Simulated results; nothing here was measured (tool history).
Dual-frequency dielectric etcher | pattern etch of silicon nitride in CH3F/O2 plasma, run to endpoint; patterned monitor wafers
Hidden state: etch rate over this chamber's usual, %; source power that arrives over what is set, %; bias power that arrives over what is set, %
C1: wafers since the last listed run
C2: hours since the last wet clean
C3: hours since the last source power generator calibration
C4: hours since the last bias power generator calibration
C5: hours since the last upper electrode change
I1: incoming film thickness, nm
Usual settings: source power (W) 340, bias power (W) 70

{"run": 1, "hour": 0.0, "source power (W)": 320, "bias power (W)": 70, "C1": 0, "C2": 421.0, "C3": 3139.0, "C4": 4396.7, "C5": 3194.0, "I1": 67.1, "endpoint time (s)": 88.6}
{"run": 2, "hour": 6.0, "source power (W)": 320, "bias power (W)": 70, "C1": 45, "C2": 427.0, "C3": 3145.0, "C4": 4402.7, "C5": 3200.0, "I1": 67.2, "endpoint time (s)": 89.1}
{"run": 3, "hour": 21.1, "source power (W)": 340, "bias power (W)": 70, "C1": 113, "C2": 442.1, "C3": 3160.1, "C4": 4417.8, "C5": 3215.1, "I1": 67.2, "endpoint time (s)": 87.4}
{"run": 4, "hour": 34.5, "source power (W)": 340, "bias power (W)": 66, "C1": 101, "C2": 455.5, "C3": 3173.5, "C4": 4431.2, "C5": 3228.5, "I1": 67.1, "endpoint time (s)": 90.2}
{"run": 5, "hour": 63.2, "source power (W)": 380, "bias power (W)": 70, "C1": 216, "C2": 484.2, "C3": 3202.2, "C4": 4459.9, "C5": 3257.2, "I1": 67.2, "endpoint time (s)": 85.2}
{"hour": 72.9, "done": "bias power generator calibrated"}
{"hour": 76.4, "done": "source power generator calibrated"}
{"hour": 99.5, "done": "wet clean of the chamber"}
{"run": 6, "hour": 100.0, "source power (W)": 380, "bias power (W)": 70, "C1": 47, "C2": 0.5, "C3": 23.6, "C4": 27.1, "C5": 3294.0, "I1": 67.0, "endpoint time (s)": 80.0}
{"run": 7, "hour": 100.4, "source power (W)": 380, "bias power (W)": 70, "C1": 3, "C2": 0.9, "C3": 24.0, "C4": 27.5, "C5": 3294.4, "I1": 67.7, "endpoint time (s)": 80.8}
{"run": 8, "hour": 100.7, "source power (W)": 340, "bias power (W)": 70, "C1": 2, "C2": 1.2, "C3": 24.3, "C4": 27.8, "C5": 3294.7, "I1": 66.9, "endpoint time (s)": 82.5}
{"hour": 127.1, "done": "upper electrode replaced"}
{"run": 9, "hour": 127.6, "source power (W)": 380, "bias power (W)": 70, "C1": 21, "C2": 28.1, "C3": 51.2, "C4": 54.7, "C5": 0.5, "I1": 67.5, "endpoint time (s)": 81.0}
{"run": 10, "hour": 129.5, "source power (W)": 340, "bias power (W)": 83, "C1": 14, "C2": 30.0, "C3": 53.1, "C4": 56.6, "C5": 2.4, "I1": 67.0, "endpoint time (s)": 75.5}
{"run": 11, "hour": 141.9, "source power (W)": 370, "bias power (W)": 63, "C1": 93, "C2": 42.4, "C3": 65.5, "C4": 69.0, "C5": 14.8, "I1": 67.6, "endpoint time (s)": 86.6}
{"run": 12, "hour": 149.4, "source power (W)": 300, "bias power (W)": 61, "C1": 56, "C2": 49.9, "C3": 73.0, "C4": 76.5, "C5": 22.3, "I1": 66.9, "endpoint time (s)": 92.3}
{"run": 13, "hour": 166.3, "source power (W)": 270, "bias power (W)": 56, "C1": 127, "C2": 66.8, "C3": 89.9, "C4": 93.4, "C5": 39.2, "I1": 68.0, "endpoint time (s)": 102.1}
{"run": 14, "hour": 175.3, "source power (W)": 370, "bias power (W)": 62, "C1": 67, "C2": 75.8, "C3": 98.9, "C4": 102.4, "C5": 48.2, "I1": 68.3, "endpoint time (s)": 87.9}

Hidden state at the last listed run before each entry between runs and at the first one after, where it differs:
Between runs 5 and 6: bias power generator calibrated (hour 72.9); source power generator calibrated (hour 76.4); wet clean of the chamber (hour 99.5)
  etch rate over this chamber's usual, %: -4.67 -> 1.12
  measured less the result without the state, endpoint time (s): +3.9 -> -0.9
Between runs 8 and 9: upper electrode replaced (hour 127.1)
  etch rate over this chamber's usual, %: 1.12 -> 0.814
  measured less the result without the state, endpoint time (s): -0.9 -> -0.7

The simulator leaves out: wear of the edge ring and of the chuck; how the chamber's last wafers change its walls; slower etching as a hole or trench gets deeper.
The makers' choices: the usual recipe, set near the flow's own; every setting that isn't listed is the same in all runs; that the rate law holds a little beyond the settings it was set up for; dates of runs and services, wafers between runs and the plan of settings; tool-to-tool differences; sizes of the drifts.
